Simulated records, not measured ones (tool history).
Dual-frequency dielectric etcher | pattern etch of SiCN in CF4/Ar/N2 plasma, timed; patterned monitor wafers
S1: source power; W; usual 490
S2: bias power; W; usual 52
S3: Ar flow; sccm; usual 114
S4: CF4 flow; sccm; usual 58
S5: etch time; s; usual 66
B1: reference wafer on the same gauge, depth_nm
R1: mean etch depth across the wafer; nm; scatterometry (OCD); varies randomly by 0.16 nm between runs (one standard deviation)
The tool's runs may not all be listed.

run	hour	S1	S2	S3	S4	S5	B1	R1
1	0	490	52	114	63	66	44.3	51.8
2	34.8	490	52	114	58	66	44.3	51.2
# hour 84.6: wet clean of the chamber
3	85.1	490	52	114	58	66	44.3	50.2
4	180.8	490	52	114	58	66	44.3	50
5	231.9	490	52	114	65	66	44.3	51.4
6	284.2	490	52	114	65	66	44.3	51.4
7	355.2	490	52	114	65	66	44.3	51.8
# hour 391: bias power generator calibrated
# hour 405.3: source power generator calibrated
# hour 425.9: upper electrode replaced, of another model than before
# hour 461.3: gauge calibrated
# hour 478.5: CF4 flow controller replaced
# hour 515.8: wet clean of the chamber
8	563.7	490	41	114	58	47	44.3	29.2
# hour 575.8: Ar flow controller replaced
9	599.2	490	40	114	58	82	44.4	50
10	630.7	580	61	136	58	58	44.3	52.5

The next listed run, before its measurement:
11	676.5	490	52	114	58	66	?	?

{"run 11": {"B1": 44.2, "R1": 50.6}}
On a tool with no hidden condition, and with the same random variation, this run would have come out at R1 50.1 nm.
